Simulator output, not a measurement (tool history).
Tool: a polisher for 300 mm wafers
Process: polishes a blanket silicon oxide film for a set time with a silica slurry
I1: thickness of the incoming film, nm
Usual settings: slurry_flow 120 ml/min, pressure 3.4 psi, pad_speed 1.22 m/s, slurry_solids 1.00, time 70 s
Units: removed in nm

run 1 day=0.000 | slurry_flow=120 pressure=3.4 pad_speed=1.22 slurry_solids=1.00 time=70 | I1=1818.8 | removed=154.6
-- day=0.212 slurry blender recalibrated
-- day=0.438 worn pad replaced by a new one
run 2 day=1.288 | slurry_flow=120 pressure=3.4 pad_speed=1.22 slurry_solids=1.00 time=70 | I1=1856.6 | removed=157.3
run 3 day=2.308 | slurry_flow=120 pressure=3.4 pad_speed=1.22 slurry_solids=1.00 time=70 | I1=1852.1 | removed=153.2
-- day=2.717 worn pad replaced by a new one
run 4 day=3.567 | slurry_flow=120 pressure=3.4 pad_speed=1.48 slurry_solids=1.00 time=70 | I1=1835.1 | removed=176.1
run 5 day=4.192 | slurry_flow=120 pressure=3.4 pad_speed=1.48 slurry_solids=1.00 time=70 | I1=1864.0 | removed=178.1
run 6 day=4.804 | slurry_flow=120 pressure=3.4 pad_speed=1.48 slurry_solids=1.00 time=70 | I1=1885.8 | removed=178.9
-- day=5.046 slurry blender recalibrated
-- day=5.067 worn pad replaced by a new one
-- day=5.208 conditioning disc replaced and pad reconditioned
run 7 day=5.383 | slurry_flow=120 pressure=3.4 pad_speed=1.22 slurry_solids=1.00 time=70 | I1=1855.5 | removed=155.4
run 8 day=6.121 | slurry_flow=120 pressure=3.4 pad_speed=1.22 slurry_solids=1.00 time=70 | I1=1846.8 | removed=155.8
-- day=6.654 slurry nozzle cleaned
run 9 day=7.033 | slurry_flow=120 pressure=4.0 pad_speed=1.22 slurry_solids=1.00 time=52 | I1=1884.2 | removed=134.9
-- day=7.400 worn pad replaced by a new one
run 10 day=7.679 | slurry_flow=120 pressure=3.0 pad_speed=1.22 slurry_solids=1.00 time=70 | I1=1848.7 | removed=135.2
-- day=8.258 head pressure recalibrated
run 11 day=8.917 | slurry_flow=120 pressure=3.4 pad_speed=1.48 slurry_solids=1.00 time=70 | I1=1857.2 | removed=203.6
-- day=9.662 slurry blender recalibrated
run 12 day=9.888 | slurry_flow=120 pressure=3.4 pad_speed=0.96 slurry_solids=1.00 time=51 | I1=1844.0 | removed=108.9
-- day=10.342 worn pad replaced by a new one
run 13 day=10.712 | slurry_flow=120 pressure=3.4 pad_speed=0.88 slurry_solids=1.00 time=50 | I1=1830.8 | removed=99.7
run 14 day=11.754 | slurry_flow=120 pressure=3.4 pad_speed=1.22 slurry_solids=1.00 time=70 | I1=1830.9 | removed=173.4
run 15 day=12.729 | slurry_flow=155 pressure=2.3 pad_speed=1.02 slurry_solids=0.70 time=70 | I1=1853.3 | removed=92.8
-- day=12.958 worn pad replaced by a new one
run 16 day=13.275 | slurry_flow=100 pressure=3.4 pad_speed=1.22 slurry_solids=1.20 time=70 | I1=1868.4 | removed=183.3

Forecast each of these 5 alternatives for the next run:
run A day=13.292 | slurry_flow=120 pressure=3.4 pad_speed=1.22 slurry_solids=1.00 time=70 | I1=1858.8 | removed=?
run B day=13.292 | slurry_flow=105 pressure=4.1 pad_speed=1.02 slurry_solids=0.75 time=70 | I1=1858.8 | removed=?
run C day=13.292 | slurry_flow=100 pressure=2.4 pad_speed=1.22 slurry_solids=1.00 time=70 | I1=1858.8 | removed=?
run D day=13.292 | slurry_flow=120 pressure=3.4 pad_speed=1.22 slurry_solids=1.00 time=53 | I1=1858.8 | removed=?
run E day=13.292 | slurry_flow=100 pressure=3.1 pad_speed=0.98 slurry_solids=1.00 time=70 | I1=1858.8 | removed=?

run=A removed=174.1
run=B removed=160.2
run=C removed=119.8
run=D removed=131.8
run=E removed=132.9
Without the tool's hidden state the same runs would have given:
run=A removed=178.6
run=B removed=164.3
run=C removed=122.9
run=D removed=135.2
run=E removed=136.3
